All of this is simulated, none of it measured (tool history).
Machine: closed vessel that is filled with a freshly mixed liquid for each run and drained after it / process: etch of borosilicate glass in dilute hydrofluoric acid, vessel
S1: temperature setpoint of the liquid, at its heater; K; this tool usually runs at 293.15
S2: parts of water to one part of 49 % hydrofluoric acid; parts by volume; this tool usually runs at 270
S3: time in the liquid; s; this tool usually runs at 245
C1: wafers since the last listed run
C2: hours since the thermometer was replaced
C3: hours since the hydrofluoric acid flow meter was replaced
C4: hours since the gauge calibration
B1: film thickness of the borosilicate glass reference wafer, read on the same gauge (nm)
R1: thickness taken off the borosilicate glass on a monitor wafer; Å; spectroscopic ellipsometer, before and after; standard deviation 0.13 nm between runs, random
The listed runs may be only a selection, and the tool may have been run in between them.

run	hour	S1	S2	S3	C1	C2	C3	C4	B1	R1
1	0	293.15	270	245	0	379	1564.3	237.9	69.95	258.1
2	17.6	293.15	270	245	1986	396.6	1581.9	255.5	70	260.9
3	32.6	293.15	270	245	1692	411.6	1596.9	270.5	69.98	259.7
4	54.2	293.15	270	245	2437	433.2	1618.5	292.1	70.01	260.2
5	80.7	293.15	270	245	2990	459.7	1645	318.6	70	256.3
6	107.7	293.15	270	245	3046	486.7	1672	345.6	69.99	260
7	140.9	293.15	270	245	3746	519.9	1705.2	378.8	70	259.7
8	248.8	293.15	270	175	12175	627.8	1813.1	486.7	69.97	187.7
9	284	293.15	270	245	3972	663	1848.3	521.9	70.03	263.6
10	307.2	293.15	270	245	2617	686.2	1871.5	545.1	70	266.4
11	389.8	293.15	365	165	9320	768.8	1954.1	627.7	70.02	122
12	417.7	293.15	365	165	3148	796.7	1982	655.6	70.02	122.3
13	450.2	293.15	365	165	3667	829.2	2014.5	688.1	70	123.4
14	471.2	293.15	270	245	2369	850.2	2035.5	709.1	70.01	269.1
15	496.8	298.15	390	350	2888	875.8	2061.1	734.7	70	285.6
16	526.9	293.15	270	245	3396	905.9	2091.2	764.8	70	269.4
17	540.7	296.65	145	245	1557	919.7	2105	778.6	70	652.9
18	559.5	293.15	270	245	2121	938.5	2123.8	797.4	70.04	270.8
19	572.4	293.15	270	245	1455	951.4	2136.7	810.3	69.99	273.2
20	606.9	293.15	270	245	3893	985.9	2171.2	844.8	70	273.4
21	630	291.65	270	120	2606	1009	2194.3	867.9	70.03	125.4
# hour 638.6: thermometer replaced
22	660.7	295.65	380	245	3351	22.1	2225	898.6	69.98	182.5
# hour 661.7: gauge calibrated
# hour 670.1: hydrofluoric acid flow meter replaced
23	675.1	293.15	270	245	1512	36.5	5	13.4	70	234.9
24	702.4	297.15	375	245	3080	63.8	32.3	40.7	70.04	177.1
25	734.4	298.15	180	340	3610	95.8	64.3	72.7	69.95	648.3
26	752.6	296.65	270	245	2053	114	82.5	90.9	69.97	269.5
27	777.1	294.65	270	245	2764	138.5	107	115.4	69.96	248.4
28	802.4	293.15	270	245	2854	163.8	132.3	140.7	70.05	235.9
29	827.1	290.15	310	245	2787	188.5	157	165.4	70.01	179
30	854.5	290.15	190	305	3091	215.9	184.4	192.8	69.99	403.1
31	889.9	293.15	350	245	3994	251.3	219.8	228.2	70	171.1
32	903.8	296.15	305	340	1568	265.2	233.7	242.1	70.01	316.3
33	938.2	293.15	355	245	3881	299.6	268.1	276.5	69.98	169.5

Here are 4 independent what-if runs from the current tool condition. What would each one return?
A	938.9	293.15	270	165	78	300.3	268.8	277.2	?	?
B	938.9	293.15	395	285	78	300.3	268.8	277.2	?	?
C	938.9	298.15	270	245	78	300.3	268.8	277.2	?	?
D	938.9	293.15	270	355	78	300.3	268.8	277.2	?	?

run	B1	R1
A	69.96	161.1
B	69.96	170.6
C	69.96	286.3
D	69.96	346.6
With no hidden state in the tool, these same runs would have given:
run	R1
A	155.9
B	165
C	277.1
D	335.3
